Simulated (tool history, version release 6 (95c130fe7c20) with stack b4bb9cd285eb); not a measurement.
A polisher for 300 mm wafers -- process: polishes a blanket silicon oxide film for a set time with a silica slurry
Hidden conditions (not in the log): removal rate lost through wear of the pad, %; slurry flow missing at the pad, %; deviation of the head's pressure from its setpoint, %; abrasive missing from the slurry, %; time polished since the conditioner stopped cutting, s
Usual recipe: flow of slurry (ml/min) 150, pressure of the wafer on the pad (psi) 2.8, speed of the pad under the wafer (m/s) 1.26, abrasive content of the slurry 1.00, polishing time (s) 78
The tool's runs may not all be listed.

| run | hour | flow of slurry (ml/min) | pressure of the wafer on the pad (psi) | speed of the pad under the wafer (m/s) | abrasive content of the slurry | polishing time (s) | wafers since the last listed run | wafers polished on this pad | hours since the slurry nozzle was cleaned | hours since the head pressure was calibrated | hours since the slurry blender was calibrated | hours since the conditioning disc was replaced | incoming thickness of the incoming film, nm | film removed (Å) |
|---|---|---|---|---|---|---|---|---|---|---|---|---|---|---|
| 1 | 0.0 | 150 | 2.8 | 1.26 | 1.05 | 78 | 0 | 802 | 21.1 | 631.9 | 38.1 | 27.7 | 895.3 | 1825 |
| 2 | 14.8 | 150 | 2.8 | 1.26 | 1.05 | 78 | 130 | 932 | 35.9 | 646.7 | 52.9 | 42.5 | 881.9 | 1845 |
|  | 23.4 | worn pad replaced by a new one |
| 3 | 23.9 | 150 | 2.8 | 1.26 | 1.15 | 78 | 44 | 4 | 45.0 | 655.8 | 62.0 | 51.6 | 891.9 | 1886 |
| 4 | 35.2 | 150 | 2.8 | 1.26 | 1.00 | 78 | 99 | 103 | 56.3 | 667.1 | 73.3 | 62.9 | 894.7 | 1789 |
| 5 | 52.8 | 150 | 2.8 | 1.26 | 1.00 | 78 | 154 | 258 | 73.9 | 684.7 | 90.9 | 80.5 | 889.3 | 1771 |
| 6 | 67.1 | 150 | 2.8 | 1.26 | 1.00 | 78 | 125 | 383 | 88.2 | 699.0 | 105.2 | 94.8 | 900.5 | 1754 |
|  | 69.1 | head pressure recalibrated |
| 7 | 77.7 | 150 | 2.8 | 1.26 | 1.00 | 78 | 75 | 459 | 98.8 | 8.6 | 115.8 | 105.4 | 889.4 | 1593 |
|  | 108.4 | slurry blender recalibrated |
| 8 | 129.6 | 150 | 3.3 | 1.26 | 1.10 | 78 | 438 | 897 | 150.7 | 60.5 | 21.2 | 157.3 | 901.3 | 2081 |
| 9 | 140.7 | 150 | 2.5 | 1.26 | 1.00 | 78 | 97 | 995 | 161.8 | 71.6 | 32.3 | 168.4 | 888.7 | 1523 |
|  | 152.2 | worn pad replaced by a new one |
| 10 | 158.4 | 185 | 2.8 | 1.26 | 1.00 | 78 | 120 | 54 | 179.5 | 89.3 | 50.0 | 186.1 | 891.1 | 1732 |
| 11 | 172.0 | 190 | 2.2 | 1.26 | 1.00 | 88 | 119 | 173 | 193.1 | 102.9 | 63.6 | 199.7 | 892.1 | 1540 |
| 12 | 189.0 | 150 | 2.8 | 1.26 | 1.00 | 78 | 149 | 323 | 210.1 | 119.9 | 80.6 | 216.7 | 906.0 | 1653 |
| 13 | 198.0 | 165 | 2.5 | 1.06 | 1.00 | 78 | 79 | 402 | 219.1 | 128.9 | 89.6 | 225.7 | 899.5 | 1362 |
| 14 | 204.4 | 150 | 2.8 | 1.26 | 1.00 | 103 | 56 | 458 | 225.5 | 135.3 | 96.0 | 232.1 | 903.7 | 2125 |
| 15 | 216.7 | 120 | 3.1 | 1.46 | 1.00 | 54 | 108 | 566 | 237.8 | 147.6 | 108.3 | 244.4 | 889.3 | 1307 |
|  | 248.3 | conditioning disc replaced and pad reconditioned |
|  | 252.4 | slurry blender recalibrated |
| 16 | 259.2 | 150 | 2.8 | 1.66 | 0.85 | 91 | 338 | 904 | 280.3 | 190.1 | 6.8 | 10.9 | 870.5 | 2128 |
|  | 271.2 | worn pad replaced by a new one |
| 17 | 271.7 | 180 | 2.8 | 1.26 | 0.70 | 63 | 74 | 4 | 292.8 | 202.6 | 19.3 | 23.4 | 893.3 | 1191 |
| 18 | 275.9 | 165 | 2.8 | 1.26 | 1.00 | 78 | 36 | 41 | 297.0 | 206.8 | 23.5 | 27.6 | 880.0 | 1737 |
| 19 | 283.5 | 150 | 3.3 | 1.26 | 1.00 | 78 | 66 | 107 | 304.6 | 214.4 | 31.1 | 35.2 | 894.8 | 2032 |
| 20 | 290.0 | 115 | 1.9 | 1.26 | 1.00 | 78 | 57 | 164 | 311.1 | 220.9 | 37.6 | 41.7 | 904.3 | 1097 |
| 21 | 300.9 | 150 | 2.1 | 1.26 | 1.00 | 78 | 95 | 260 | 322.0 | 231.8 | 48.5 | 52.6 | 894.0 | 1280 |
| 22 | 307.7 | 150 | 2.8 | 1.26 | 1.00 | 68 | 59 | 320 | 328.8 | 238.6 | 55.3 | 59.4 | 892.4 | 1479 |
| 23 | 323.4 | 150 | 2.8 | 0.86 | 0.90 | 78 | 137 | 458 | 344.5 | 254.3 | 71.0 | 75.1 | 908.6 | 1360 |
| 24 | 331.7 | 105 | 2.8 | 1.26 | 1.00 | 78 | 72 | 531 | 352.8 | 262.6 | 79.3 | 83.4 | 889.0 | 1582 |
| 25 | 338.7 | 190 | 2.8 | 1.44 | 1.25 | 78 | 61 | 592 | 359.8 | 269.6 | 86.3 | 90.4 | 901.9 | 2003 |

Alternative continuations, all from the tool just after run 25; predict every row:
| A | 339.1 | 150 | 2.8 | 1.26 | 1.00 | 78 | 3 | 596 | 360.2 | 270.0 | 86.7 | 90.8 | 891.7 | ? |
| B | 339.1 | 180 | 2.8 | 1.42 | 1.00 | 87 | 3 | 596 | 360.2 | 270.0 | 86.7 | 90.8 | 891.7 | ? |
| C | 339.1 | 165 | 2.8 | 0.94 | 1.00 | 64 | 3 | 596 | 360.2 | 270.0 | 86.7 | 90.8 | 891.7 | ? |
| D | 339.1 | 150 | 1.9 | 1.26 | 1.00 | 78 | 3 | 596 | 360.2 | 270.0 | 86.7 | 90.8 | 891.7 | ? |
| E | 339.1 | 150 | 2.8 | 1.02 | 0.80 | 78 | 3 | 596 | 360.2 | 270.0 | 86.7 | 90.8 | 891.7 | ? |

| run | film removed (Å) |
|---|---|
| A | 1672 |
| B | 2030 |
| C | 1219 |
| D | 1135 |
| E | 1372 |
What these runs would have given with no unlogged condition in the tool:
| run | film removed (Å) |
|---|---|
| A | 1736 |
| B | 2108 |
| C | 1266 |
| D | 1178 |
| E | 1433 |
